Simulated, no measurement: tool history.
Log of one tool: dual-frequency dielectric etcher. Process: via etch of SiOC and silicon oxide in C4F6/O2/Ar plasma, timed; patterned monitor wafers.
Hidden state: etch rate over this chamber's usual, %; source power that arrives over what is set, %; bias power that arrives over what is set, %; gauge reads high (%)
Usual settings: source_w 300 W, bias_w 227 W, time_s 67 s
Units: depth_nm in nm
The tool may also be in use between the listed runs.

| run | hour | source_w | bias_w | time_s | wafers since the last listed run | hours since the last wet clean | hours since the last source power generator calibration | hours since the last bias power generator calibration | hours since the last upper electrode change | hours since the gauge calibration | read-back reference wafer on the same gauge, depth_nm | depth_nm |
|---|---|---|---|---|---|---|---|---|---|---|---|---|
| 1 | 0 | 300 | 227 | 67 | 0 | 452.7 | 3284.9 | 1680.9 | 3411.3 | 449.5 | 71.7 | 69.3 |
| 2 | 73.5 | 300 | 227 | 67 | 571 | 526.2 | 3358.4 | 1754.4 | 3484.8 | 523 | 71.7 | 69.4 |
|  | 113.1 | wet clean of the chamber |
| 3 | 113.6 | 300 | 227 | 67 | 125 | 0.5 | 3398.5 | 1794.5 | 3524.9 | 563.1 | 71.8 | 69.4 |
| 4 | 214.3 | 300 | 227 | 72.5 | 783 | 101.2 | 3499.2 | 1895.2 | 3625.6 | 663.8 | 71.9 | 74.3 |
| 5 | 273.6 | 300 | 227 | 72.5 | 461 | 160.5 | 3558.5 | 1954.5 | 3684.9 | 723.1 | 72 | 75 |
| 6 | 356.1 | 300 | 227 | 67 | 641 | 243 | 3641 | 2037 | 3767.4 | 805.6 | 72.1 | 69.6 |
| 7 | 435.1 | 270 | 227 | 67 | 614 | 322 | 3720 | 2116 | 3846.4 | 884.6 | 72.2 | 67.7 |
|  | 499.5 | upper electrode replaced |
| 8 | 528.8 | 270 | 227 | 67 | 542 | 415.7 | 3813.7 | 2209.7 | 29.3 | 978.3 | 72.4 | 67.7 |
| 9 | 580.5 | 300 | 227 | 67 | 402 | 467.4 | 3865.4 | 2261.4 | 81 | 1030 | 72.4 | 70 |
| 10 | 618.6 | 300 | 227 | 67 | 296 | 505.5 | 3903.5 | 2299.5 | 119.1 | 1068.1 | 72.6 | 70.1 |
|  | 681.5 | wet clean of the chamber |
|  | 684.9 | source power generator calibrated |
|  | 686 | bias power generator calibrated |
| 11 | 695.1 | 300 | 227 | 67 | 373 | 13.6 | 10.2 | 9.1 | 195.6 | 1144.6 | 72.7 | 69.9 |
| 12 | 738.3 | 300 | 227 | 67 | 336 | 56.8 | 53.4 | 52.3 | 238.8 | 1187.8 | 72.7 | 70.4 |
| 13 | 779.2 | 300 | 268 | 80.5 | 318 | 97.7 | 94.3 | 93.2 | 279.7 | 1228.7 | 73 | 89.7 |
| 14 | 843.9 | 300 | 227 | 67 | 503 | 162.4 | 159 | 157.9 | 344.4 | 1293.4 | 73.1 | 70.7 |
| 15 | 950.8 | 370 | 172 | 56.5 | 831 | 269.3 | 265.9 | 264.8 | 451.3 | 1400.3 | 73.3 | 57.6 |
| 16 | 1015.5 | 300 | 227 | 67 | 503 | 334 | 330.6 | 329.5 | 516 | 1465 | 73.5 | 70.8 |
| 17 | 1097 | 300 | 227 | 57 | 634 | 415.5 | 412.1 | 411 | 597.5 | 1546.5 | 73.7 | 60.3 |

Forecast run 18:
| 18 | 1188.6 | 260 | 227 | 61 | 712 | 507.1 | 503.7 | 502.6 | 689.1 | 1638.1 | ? | ? |

Run 18 gave read-back reference wafer on the same gauge, depth_nm 74, depth_nm 62.8 nm.
Without the tool's hidden state the same run would have given depth_nm 60.5 nm.
